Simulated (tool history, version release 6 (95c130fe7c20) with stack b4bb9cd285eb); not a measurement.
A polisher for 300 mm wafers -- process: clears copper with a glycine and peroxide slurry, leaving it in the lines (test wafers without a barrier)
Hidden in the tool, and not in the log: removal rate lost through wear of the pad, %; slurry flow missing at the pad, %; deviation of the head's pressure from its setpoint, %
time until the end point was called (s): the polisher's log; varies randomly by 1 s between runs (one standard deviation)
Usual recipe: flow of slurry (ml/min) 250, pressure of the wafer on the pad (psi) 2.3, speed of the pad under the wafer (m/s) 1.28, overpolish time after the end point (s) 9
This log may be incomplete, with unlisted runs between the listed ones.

run   hour  flow of slurry (ml/min)  pressure of the wafer on the pad (psi)  speed of the pad under the wafer (m/s)  overpolish time after the end point (s)  wafers since the last listed run  wafers polished on this pad  hours since the slurry nozzle was cleaned  hours since the head pressure was calibrated  incoming thickness of the incoming film, nm  time until the end point was called (s)
  1    0.0                      250                                     2.3                                    1.28                                        7                                 0                          808                                      182.9                                         990.8                                        587.1                                    100.2
      10.9  -- worn pad replaced by a new one
  2   13.9                      250                                     2.3                                    1.28                                        7                                59                           18                                      196.8                                        1004.7                                        600.2                                    103.7
  3   45.5                      250                                     2.3                                    1.28                                        7                               190                          208                                      228.4                                        1036.3                                        597.7                                    106.2
  4   67.4                      250                                     2.3                                    1.28                                        9                               131                          340                                      250.3                                        1058.2                                        590.5                                    102.6
  5  103.2                      250                                     2.3                                    1.28                                        8                               215                          555                                      286.1                                        1094.0                                        605.0                                    107.0
     138.7  -- worn pad replaced by a new one
  6  139.2                      250                                     2.3                                    1.28                                        8                               192                            3                                      322.1                                        1130.0                                        587.7                                    104.6
  7  170.2                      250                                     2.3                                    1.28                                        8                               186                          189                                      353.1                                        1161.0                                        606.1                                    108.0
     193.8  -- head pressure recalibrated
  8  203.6                      250                                     2.3                                    1.28                                        9                               188                          378                                      386.5                                           9.8                                        608.3                                    108.9
     227.0  -- slurry nozzle cleaned
  9  232.8                      250                                     2.3                                    1.28                                        9                               169                          548                                        5.8                                          39.0                                        597.5                                    102.0
 10  250.9                      320                                     2.0                                    1.28                                        7                               108                          657                                       23.9                                          57.1                                        593.1                                    111.2
     261.9  -- worn pad replaced by a new one, of another model than before
 11  284.3                      250                                     2.3                                    1.10                                        9                               176                          135                                       57.3                                          90.5                                        602.2                                    117.4
 12  309.8                      210                                     2.3                                    1.48                                        9                               153                          288                                       82.8                                         116.0                                        603.3                                     92.7
 13  329.4                      250                                     2.3                                    1.28                                       13                               117                          406                                      102.4                                         135.6                                        596.4                                    104.5
 14  346.2                      250                                     1.7                                    1.28                                        9                               101                          507                                      119.2                                         152.4                                        599.5                                    121.6
 15  369.7                      295                                     2.3                                    0.94                                        9                               141                          648                                      142.7                                         175.9                                        604.9                                    138.9
     384.4  -- worn pad replaced by a new one
 16  384.9                      250                                     2.3                                    1.28                                        9                                67                            3                                      157.9                                         191.1                                        611.3                                    105.5

What the log doesn't show, run by run:
removal rate lost through wear of the pad, %: 0 on each run
deviation of the head's pressure from its setpoint, %: 0 on each run
H1: slurry flow missing at the pad, %
run    H1
  1  10.4
  2  11.7
  3    15
  4  17.6
  5  22.3
  6  27.7
  7  32.8
  8  38.9
  9   3.1
 10  3.23
 11  3.89
 12  4.77
 13  5.66
 14  6.58
 15  8.09
 16  9.21
